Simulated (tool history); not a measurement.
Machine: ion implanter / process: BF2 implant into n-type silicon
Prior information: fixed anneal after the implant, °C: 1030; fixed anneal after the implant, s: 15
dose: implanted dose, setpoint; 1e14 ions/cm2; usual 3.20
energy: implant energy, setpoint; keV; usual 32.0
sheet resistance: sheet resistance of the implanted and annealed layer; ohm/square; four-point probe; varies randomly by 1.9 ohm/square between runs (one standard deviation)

run	hour	dose	energy	read-back reference wafer on the same gauge, sheet resistance	sheet resistance
1	0.0	3.20	32.0	310.06	343.00
2	28.0	3.20	32.0	310.04	343.79
3	42.4	3.42	38.0	310.06	316.21
4	73.1	3.20	32.0	310.03	340.64
5	102.0	3.20	32.0	310.15	340.91
6	133.5	3.01	32.0	309.76	356.78
7	162.0	3.01	32.0	309.84	357.31
8	191.2	3.01	32.0	309.85	354.63
9	276.1	3.20	32.0	309.97	334.95
# hour 286.4: gauge calibrated
10	304.5	3.20	32.0	310.02	333.80
11	336.3	3.20	32.0	309.95	332.84
12	367.9	3.20	32.0	309.86	335.36
13	383.1	3.97	25.5	310.05	282.36
# hour 404.5: Faraday cup replaced and dose calibrated
# hour 412.2: extraction supply calibrated
14	412.7	3.01	32.0	309.98	382.57
15	418.7	2.55	36.5	310.24	433.65
16	443.5	2.52	32.0	310.06	438.93
17	459.4	3.20	32.0	309.99	357.39
18	491.2	3.64	25.0	309.83	329.43
19	510.9	3.20	32.0	309.74	359.83
20	525.2	2.52	32.0	309.86	444.36
21	545.3	2.41	28.0	309.95	461.63
22	580.2	3.57	23.5	309.72	335.78
23	600.8	2.33	32.0	309.87	470.47
24	624.2	2.94	32.0	310.02	388.45
25	637.1	3.20	32.0	309.91	359.52
26	667.7	2.44	32.0	309.71	448.33
# hour 688.6: Faraday cup replaced and dose calibrated, repeated, since the last time left the tool worse
27	701.4	3.20	23.5	310.09	353.16
28	735.7	2.28	36.5	309.87	450.32
29	763.3	3.20	32.0	309.99	342.34
30	797.4	2.25	36.0	309.93	450.99
31	812.3	3.97	21.0	310.02	297.57
32	836.0	3.20	24.5	309.96	348.85
33	864.0	3.20	32.0	309.92	342.69
34	882.5	2.49	36.5	309.86	416.84
35	896.6	3.20	32.0	310.25	338.63
36	922.1	3.20	32.0	310.23	337.11

What if the next run were any one of these 5? Each begins from the tool's condition after run 36:
A	922.5	3.20	32.0	?	?
B	922.5	2.83	38.0	?	?
C	922.5	3.79	40.5	?	?
D	922.5	3.97	38.0	?	?
E	922.5	2.79	23.5	?	?

run	read-back reference wafer on the same gauge, sheet resistance	sheet resistance
A	309.90	338.41
B	309.90	369.13
C	309.90	286.16
D	309.90	276.69
E	309.90	391.84
The same runs, with their run-to-run variation unchanged, on a tool lacking any hidden condition would have given:
run	sheet resistance
A	339.84
B	370.67
C	287.38
D	277.86
E	393.49
